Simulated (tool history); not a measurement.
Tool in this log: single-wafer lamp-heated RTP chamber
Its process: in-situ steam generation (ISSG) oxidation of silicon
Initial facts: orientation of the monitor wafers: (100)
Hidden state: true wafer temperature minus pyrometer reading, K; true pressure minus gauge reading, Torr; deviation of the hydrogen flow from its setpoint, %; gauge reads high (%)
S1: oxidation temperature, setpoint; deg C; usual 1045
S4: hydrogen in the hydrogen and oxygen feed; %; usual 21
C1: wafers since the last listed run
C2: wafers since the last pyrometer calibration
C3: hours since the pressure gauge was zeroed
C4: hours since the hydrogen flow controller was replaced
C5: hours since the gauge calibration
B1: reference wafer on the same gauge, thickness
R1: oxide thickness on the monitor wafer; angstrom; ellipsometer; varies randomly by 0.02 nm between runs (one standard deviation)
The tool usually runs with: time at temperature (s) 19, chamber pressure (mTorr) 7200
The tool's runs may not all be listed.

{"run": 1, "hour": 0.0, "S1": 1045, "time at temperature (s)": 19, "chamber pressure (mTorr)": 7200, "S4": 24, "C1": 0, "C2": 4996, "C3": 1188.3, "C4": 3709.6, "C5": 451.6, "B1": 7.771, "R1": 70.84}
{"hour": 23.4, "done": "hydrogen flow controller replaced"}
{"run": 2, "hour": 24.3, "S1": 1033, "time at temperature (s)": 19, "chamber pressure (mTorr)": 7200, "S4": 21, "C1": 124, "C2": 5121, "C3": 1212.6, "C4": 0.9, "C5": 475.9, "B1": 7.77, "R1": 63.72}
{"run": 3, "hour": 60.0, "S1": 1033, "time at temperature (s)": 19, "chamber pressure (mTorr)": 7200, "S4": 21, "C1": 272, "C2": 5393, "C3": 1248.3, "C4": 36.6, "C5": 511.6, "B1": 7.776, "R1": 64.34}
{"hour": 76.9, "done": "pyrometer window cleaned and pyrometer calibrated"}
{"run": 4, "hour": 77.4, "S1": 1045, "time at temperature (s)": 17, "chamber pressure (mTorr)": 7200, "S4": 21, "C1": 71, "C2": 3, "C3": 1265.7, "C4": 54.0, "C5": 529.0, "B1": 7.768, "R1": 66.26}
{"run": 5, "hour": 103.4, "S1": 1045, "time at temperature (s)": 17, "chamber pressure (mTorr)": 7200, "S4": 21, "C1": 198, "C2": 202, "C3": 1291.7, "C4": 80.0, "C5": 555.0, "B1": 7.776, "R1": 66.64}
{"run": 6, "hour": 134.2, "S1": 1045, "time at temperature (s)": 17, "chamber pressure (mTorr)": 7200, "S4": 21, "C1": 235, "C2": 437, "C3": 1322.5, "C4": 110.8, "C5": 585.8, "B1": 7.772, "R1": 66.53}
{"run": 7, "hour": 164.7, "S1": 1029, "time at temperature (s)": 19, "chamber pressure (mTorr)": 7200, "S4": 26, "C1": 232, "C2": 670, "C3": 1353.0, "C4": 141.3, "C5": 616.3, "B1": 7.773, "R1": 68.84}
{"run": 8, "hour": 183.8, "S1": 1045, "time at temperature (s)": 19, "chamber pressure (mTorr)": 7200, "S4": 21, "C1": 145, "C2": 816, "C3": 1372.1, "C4": 160.4, "C5": 635.4, "B1": 7.766, "R1": 70.81}
{"run": 9, "hour": 206.0, "S1": 1045, "time at temperature (s)": 19, "chamber pressure (mTorr)": 7200, "S4": 21, "C1": 169, "C2": 985, "C3": 1394.3, "C4": 182.6, "C5": 657.6, "B1": 7.776, "R1": 71.07}
{"hour": 232.0, "done": "pyrometer window cleaned and pyrometer calibrated, repeated, since the last time left the tool worse"}
{"run": 10, "hour": 241.3, "S1": 1045, "time at temperature (s)": 19, "chamber pressure (mTorr)": 7200, "S4": 21, "C1": 208, "C2": 70, "C3": 1429.6, "C4": 217.9, "C5": 692.9, "B1": 7.769, "R1": 66.18}
{"run": 11, "hour": 259.9, "S1": 1045, "time at temperature (s)": 19, "chamber pressure (mTorr)": 8000, "S4": 12, "C1": 142, "C2": 213, "C3": 1448.2, "C4": 236.5, "C5": 711.5, "B1": 7.773, "R1": 58.52}
{"run": 12, "hour": 278.6, "S1": 1045, "time at temperature (s)": 19, "chamber pressure (mTorr)": 7200, "S4": 21, "C1": 142, "C2": 355, "C3": 1466.9, "C4": 255.2, "C5": 730.2, "B1": 7.773, "R1": 67.12}
{"hour": 291.3, "done": "gauge calibrated"}
{"run": 13, "hour": 313.8, "S1": 1045, "time at temperature (s)": 19, "chamber pressure (mTorr)": 7200, "S4": 30, "C1": 268, "C2": 624, "C3": 1502.1, "C4": 290.4, "C5": 22.5, "B1": 7.765, "R1": 73.64}
{"run": 14, "hour": 353.4, "S1": 1045, "time at temperature (s)": 19, "chamber pressure (mTorr)": 7700, "S4": 11, "C1": 302, "C2": 926, "C3": 1541.7, "C4": 330.0, "C5": 62.1, "B1": 7.771, "R1": 58.19}
{"run": 15, "hour": 366.6, "S1": 1045, "time at temperature (s)": 19, "chamber pressure (mTorr)": 7200, "S4": 21, "C1": 100, "C2": 1027, "C3": 1554.9, "C4": 343.2, "C5": 75.3, "B1": 7.777, "R1": 67.46}
{"run": 16, "hour": 379.9, "S1": 1045, "time at temperature (s)": 19, "chamber pressure (mTorr)": 7200, "S4": 21, "C1": 101, "C2": 1129, "C3": 1568.2, "C4": 356.5, "C5": 88.6, "B1": 7.773, "R1": 67.2}

For run 17, what comes out?
{"hour": 393.1, "done": "pressure gauge zeroed"}
{"run": 17, "hour": 400.9, "S1": 1045, "time at temperature (s)": 22, "chamber pressure (mTorr)": 7200, "S4": 21, "C1": 99, "C2": 1228, "C3": 7.8, "C4": 377.5, "C5": 109.6, "B1": "?", "R1": "?"}

Run 17 yielded B1 7.770, R1 72.98 angstrom.
On a tool with no hidden condition, and with the same random variation, this run would have come out at R1 71.77 angstrom.
